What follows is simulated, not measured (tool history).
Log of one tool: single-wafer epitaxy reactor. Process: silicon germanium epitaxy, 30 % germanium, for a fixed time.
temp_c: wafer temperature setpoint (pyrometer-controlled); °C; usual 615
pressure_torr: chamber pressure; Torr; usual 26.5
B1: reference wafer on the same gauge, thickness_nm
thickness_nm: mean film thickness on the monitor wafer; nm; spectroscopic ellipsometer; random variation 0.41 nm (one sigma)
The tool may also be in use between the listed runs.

{"run": 1, "hour": 0.0, "temp_c": 615, "pressure_torr": 23.4, "B1": 76.733, "thickness_nm": 81.504}
{"run": 2, "hour": 17.3, "temp_c": 624, "pressure_torr": 30.9, "B1": 76.711, "thickness_nm": 111.645}
{"run": 3, "hour": 30.6, "temp_c": 624, "pressure_torr": 30.9, "B1": 76.797, "thickness_nm": 111.955}
{"run": 4, "hour": 38.0, "temp_c": 615, "pressure_torr": 26.5, "B1": 76.818, "thickness_nm": 87.333}
{"run": 5, "hour": 46.2, "temp_c": 615, "pressure_torr": 26.5, "B1": 76.728, "thickness_nm": 86.174}
{"run": 6, "hour": 56.5, "temp_c": 615, "pressure_torr": 26.5, "B1": 76.822, "thickness_nm": 86.514}
{"run": 7, "hour": 67.4, "temp_c": 615, "pressure_torr": 26.5, "B1": 76.822, "thickness_nm": 86.492}
{"run": 8, "hour": 76.0, "temp_c": 624, "pressure_torr": 30.5, "B1": 76.783, "thickness_nm": 111.646}
{"run": 9, "hour": 86.6, "temp_c": 615, "pressure_torr": 26.5, "B1": 76.783, "thickness_nm": 86.245}
{"run": 10, "hour": 101.7, "temp_c": 615, "pressure_torr": 26.5, "B1": 76.842, "thickness_nm": 85.879}
{"run": 11, "hour": 154.6, "temp_c": 615, "pressure_torr": 26.5, "B1": 76.835, "thickness_nm": 86.756}
{"run": 12, "hour": 167.0, "temp_c": 615, "pressure_torr": 26.5, "B1": 76.728, "thickness_nm": 86.618}
{"run": 13, "hour": 176.4, "temp_c": 615, "pressure_torr": 20.4, "B1": 76.784, "thickness_nm": 75.502}
{"run": 14, "hour": 185.0, "temp_c": 605, "pressure_torr": 23.2, "B1": 76.798, "thickness_nm": 65.994}
{"run": 15, "hour": 191.7, "temp_c": 624, "pressure_torr": 32.3, "B1": 76.869, "thickness_nm": 113.751}
{"run": 16, "hour": 198.2, "temp_c": 629, "pressure_torr": 30.8, "B1": 76.844, "thickness_nm": 124.016}
{"run": 17, "hour": 210.6, "temp_c": 629, "pressure_torr": 22, "B1": 76.74, "thickness_nm": 104.271}
{"run": 18, "hour": 222.1, "temp_c": 630, "pressure_torr": 33.1, "B1": 76.831, "thickness_nm": 129.846}
{"hour": 223.6, "done": "gauge calibrated"}
{"hour": 234.3, "done": "capacitance manometer re-zeroed and calibrated"}
{"hour": 239.8, "done": "showerhead replaced"}
{"run": 19, "hour": 240.3, "temp_c": 623, "pressure_torr": 26.5, "B1": 76.815, "thickness_nm": 101.549}
{"run": 20, "hour": 249.8, "temp_c": 610, "pressure_torr": 26.5, "B1": 76.787, "thickness_nm": 77.853}
{"hour": 257.9, "done": "pyrometer calibrated"}
{"run": 21, "hour": 258.4, "temp_c": 615, "pressure_torr": 32.6, "B1": 76.728, "thickness_nm": 96.031}
{"run": 22, "hour": 267.2, "temp_c": 630, "pressure_torr": 26.5, "B1": 76.826, "thickness_nm": 116.401}
{"run": 23, "hour": 276.4, "temp_c": 623, "pressure_torr": 32.7, "B1": 76.78, "thickness_nm": 112.293}
{"run": 24, "hour": 284.6, "temp_c": 601, "pressure_torr": 30.5, "B1": 76.861, "thickness_nm": 69.569}
{"run": 25, "hour": 298.6, "temp_c": 615, "pressure_torr": 26.5, "B1": 76.731, "thickness_nm": 86.53}
{"run": 26, "hour": 309.6, "temp_c": 615, "pressure_torr": 20.9, "B1": 76.822, "thickness_nm": 77.617}
{"run": 27, "hour": 325.9, "temp_c": 626, "pressure_torr": 29.5, "B1": 76.815, "thickness_nm": 113.758}
{"run": 28, "hour": 342.1, "temp_c": 627, "pressure_torr": 26.5, "B1": 76.774, "thickness_nm": 109.692}
{"run": 29, "hour": 353.1, "temp_c": 615, "pressure_torr": 26.5, "B1": 76.729, "thickness_nm": 87.206}
{"run": 30, "hour": 359.8, "temp_c": 619, "pressure_torr": 26.5, "B1": 76.763, "thickness_nm": 94.11}
{"run": 31, "hour": 369.4, "temp_c": 608, "pressure_torr": 23.8, "B1": 76.859, "thickness_nm": 71.326}
{"run": 32, "hour": 385.9, "temp_c": 615, "pressure_torr": 26.5, "B1": 76.732, "thickness_nm": 86.474}
{"run": 33, "hour": 403.4, "temp_c": 609, "pressure_torr": 24, "B1": 76.717, "thickness_nm": 73.029}
{"run": 34, "hour": 413.7, "temp_c": 621, "pressure_torr": 30.7, "B1": 76.798, "thickness_nm": 104.539}

5 ways to go on from here, each from the tool as it stands after run 34. What would each give?
{"run": "A", "hour": 414.1, "temp_c": 615, "pressure_torr": 26.5, "B1": "?", "thickness_nm": "?"}
{"run": "B", "hour": 414.1, "temp_c": 607, "pressure_torr": 26.5, "B1": "?", "thickness_nm": "?"}
{"run": "C", "hour": 414.1, "temp_c": 609, "pressure_torr": 28.9, "B1": "?", "thickness_nm": "?"}
{"run": "D", "hour": 414.1, "temp_c": 600, "pressure_torr": 24.3, "B1": "?", "thickness_nm": "?"}
{"run": "E", "hour": 414.1, "temp_c": 624, "pressure_torr": 26.5, "B1": "?", "thickness_nm": "?"}

run=A B1=76.769 thickness_nm=86.967
run=B B1=76.769 thickness_nm=73.91
run=C B1=76.769 thickness_nm=80.309
run=D B1=76.769 thickness_nm=61.243
run=E B1=76.769 thickness_nm=104.021
Without the tool's hidden state the same runs would have given:
run=A thickness_nm=86.967
run=B thickness_nm=73.91
run=C thickness_nm=80.309
run=D thickness_nm=61.243
run=E thickness_nm=104.021
